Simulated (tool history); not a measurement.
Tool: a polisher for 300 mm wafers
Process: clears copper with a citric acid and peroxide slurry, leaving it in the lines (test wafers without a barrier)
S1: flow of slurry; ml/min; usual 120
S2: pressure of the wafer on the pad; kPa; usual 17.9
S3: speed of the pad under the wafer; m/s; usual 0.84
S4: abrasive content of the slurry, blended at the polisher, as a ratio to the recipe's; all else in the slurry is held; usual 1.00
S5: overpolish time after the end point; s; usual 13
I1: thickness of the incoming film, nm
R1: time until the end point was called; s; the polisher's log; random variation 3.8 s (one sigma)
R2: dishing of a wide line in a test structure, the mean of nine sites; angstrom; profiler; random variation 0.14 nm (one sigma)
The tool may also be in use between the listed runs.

run	hour	S1	S2	S3	S4	S5	I1	R1	R2
1	0.0	120	17.9	0.68	1.00	13	266.1	249.4	108
# hour 28.1: slurry nozzle cleaned
2	59.7	120	17.9	0.68	1.00	13	262.7	248.8	103
3	109.2	120	17.9	0.84	0.80	13	268.5	251.5	110
4	140.5	120	17.9	0.84	0.80	13	266.3	234.0	107
5	175.8	120	17.9	0.84	1.00	13	266.5	231.0	110
6	208.6	95	14.5	0.84	1.00	6	263.8	261.2	52
# hour 214.6: worn pad replaced by a new one
7	237.1	120	17.9	0.84	1.00	13	263.9	235.9	112
# hour 288.7: slurry blender recalibrated
8	341.9	120	17.9	0.84	1.00	13	267.2	222.6	117
9	372.6	120	17.9	0.84	0.75	13	267.2	237.7	110
10	396.3	120	14.5	0.58	1.00	13	262.8	294.1	92
11	417.4	120	22.1	0.84	1.10	10	261.4	194.2	102
12	442.9	120	17.9	1.08	1.00	13	263.4	186.0	132
13	475.2	95	17.9	1.06	1.00	13	265.5	206.6	125
# hour 495.8: worn pad replaced by a new one
14	502.9	145	17.9	0.84	1.00	13	269.2	231.0	118
# hour 510.5: head pressure recalibrated
15	526.5	120	21.4	0.84	1.00	10	266.1	209.6	98
16	582.1	120	17.9	0.84	1.00	6	263.0	221.7	58
# hour 610.1: slurry blender recalibrated
17	613.7	120	17.9	0.84	1.00	13	263.8	206.9	123
# hour 632.0: slurry nozzle cleaned
18	642.2	85	11.7	0.84	1.20	16	266.0	256.9	124
19	663.3	120	17.9	1.14	0.90	13	266.1	182.3	134
20	689.9	120	17.9	0.84	0.80	20	260.3	235.3	158
21	717.9	120	17.9	0.84	1.00	10	263.8	220.7	91
22	752.2	120	17.9	0.84	0.90	13	265.6	234.2	114
# hour 768.0: worn pad replaced by a new one
23	770.3	120	17.9	0.84	1.20	16	266.1	217.8	139
24	803.0	120	17.9	0.84	1.00	13	262.1	223.6	114
25	825.6	120	20.0	0.54	1.00	13	266.8	282.7	98
# hour 868.9: slurry blender recalibrated
26	922.4	120	16.5	0.96	1.25	9	265.2	198.6	94
27	947.7	120	16.5	0.96	1.25	9	265.9	197.7	93

Forecast each of these 5 alternatives for the next run:
A	948.2	155	17.9	0.84	1.00	13	263.9	?	?
B	948.2	120	17.9	0.98	1.00	13	263.9	?	?
C	948.2	120	17.9	0.62	1.00	13	263.9	?	?
D	948.2	120	17.9	0.84	1.00	9	263.9	?	?
E	948.2	155	17.9	0.98	1.00	18	263.9	?	?

run	R1	R2
A	209.9	117
B	195.1	125
C	254.8	100
D	214.6	85
E	190.8	162
Without the tool's hidden state the same runs would have given:
run	R1	R2
A	198.6	123
B	184.5	130
C	241.0	105
D	203.0	89
E	180.5	169
